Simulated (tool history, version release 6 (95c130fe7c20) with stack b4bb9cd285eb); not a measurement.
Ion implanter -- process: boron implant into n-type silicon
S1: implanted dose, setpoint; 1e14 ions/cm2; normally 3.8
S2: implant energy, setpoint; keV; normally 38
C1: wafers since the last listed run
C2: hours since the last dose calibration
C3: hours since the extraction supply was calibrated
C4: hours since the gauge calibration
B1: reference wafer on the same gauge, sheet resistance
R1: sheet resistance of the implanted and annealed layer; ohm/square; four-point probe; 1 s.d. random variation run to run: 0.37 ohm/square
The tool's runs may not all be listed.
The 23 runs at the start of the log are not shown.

run	hour	S1	S2	C1	C2	C3	C4	B1	R1
24	1235.6	4.46	28	1106	140.1	2765.2	426.9	217.04	226.16
25	1302.5	3.14	47	1215	207	2832.1	493.8	217.05	283.87
26	1341.8	4.85	34	714	246.3	2871.4	533.1	216.94	207.32
# hour 1371.9: extraction supply calibrated
27	1406.5	3.8	38	1030	311	34.6	597.8	216.98	250.29
28	1568.1	4.92	43.5	2936	472.6	196.2	759.4	216.92	200.47
29	1634.2	3.8	29	1201	538.7	262.3	825.5	217.02	259.03
30	1704.3	4.09	47	1273	608.8	332.4	895.6	216.99	231.47
31	1753.6	4.71	32	895	658.1	381.7	944.9	217	214.83
32	1813.2	3.8	38	1083	717.7	441.3	1004.5	216.95	252.42
33	1859.3	4.66	46.5	837	763.8	487.4	1050.6	216.98	208.6
34	1886.2	3.51	42.5	488	790.7	514.3	1077.5	216.99	265.38
35	1950.8	3.29	28.5	1173	855.3	578.9	1142.1	216.96	292.42
36	2014.6	4.85	24.5	1159	919.1	642.7	1205.9	217.02	216.48

Alternative continuations, all from the tool just after run 36; predict every row:
A	2015	3.8	34.5	7	919.5	643.1	1206.3	?	?
B	2015	4.5	32	7	919.5	643.1	1206.3	?	?
C	2015	3.32	33	7	919.5	643.1	1206.3	?	?
D	2015	4.33	33.5	7	919.5	643.1	1206.3	?	?
E	2015	2.86	38	7	919.5	643.1	1206.3	?	?

run	B1	R1
A	217.06	255.37
B	217.06	224.25
C	217.06	286.23
D	217.06	230.28
E	217.06	317.48
Without the tool's unlogged condition, the same runs would have read:
run	R1
A	251.09
B	220.47
C	281.48
D	226.4
E	312.31
